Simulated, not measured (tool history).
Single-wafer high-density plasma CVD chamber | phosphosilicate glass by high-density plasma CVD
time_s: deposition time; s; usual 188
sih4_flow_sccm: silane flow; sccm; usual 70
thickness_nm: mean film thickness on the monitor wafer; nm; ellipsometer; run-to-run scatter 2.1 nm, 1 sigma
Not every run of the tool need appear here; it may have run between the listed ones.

run,hour,time_s,sih4_flow_sccm,"read-back reference wafer on the same gauge, thickness_nm",thickness_nm
1,0.0,205,70,1479.678,1616.062
2,13.5,205,70,1479.533,1621.207
3,22.7,205,70,1479.610,1615.098
4,36.4,188,78,1480.103,1604.694
5,45.7,188,78,1480.491,1607.099
6,57.6,188,78,1480.201,1608.814
7,75.4,208,70,1480.588,1644.693
8,91.6,208,70,1480.348,1646.806
9,106.6,188,70,1479.226,1487.719
# hour 107.8: gauge calibrated
10,144.9,188,70,1479.778,1486.629
11,153.4,188,70,1479.755,1493.645
12,168.0,188,62,1479.348,1371.944
# hour 177.9: silane flow controller replaced
13,190.1,161,61,1479.847,1099.247
14,196.3,156,70,1479.988,1177.326
15,208.1,177,70,1479.937,1336.709
16,218.5,188,78,1479.948,1534.208
17,226.8,225,57,1479.319,1465.783
18,233.6,188,61,1480.005,1283.168
19,245.2,220,64,1479.932,1556.333
20,252.0,188,70,1479.617,1417.252
21,260.1,176,83,1480.409,1505.916
22,266.2,208,66,1479.504,1497.820

Each row is a separate what-if for the run after 22, all from the same tool condition, not one after another. Results?
A,266.7,188,70,?,?
B,266.7,200,70,?,?
C,266.7,174,76,?,?
D,266.7,157,77,?,?

run,"read-back reference wafer on the same gauge, thickness_nm",thickness_nm
A,1479.249,1419.919
B,1479.249,1510.552
C,1479.249,1395.472
D,1479.249,1271.358
What these runs would have given with no unlogged condition in the tool:
run,thickness_nm
A,1410.956
B,1501.017
C,1386.664
D,1263.333
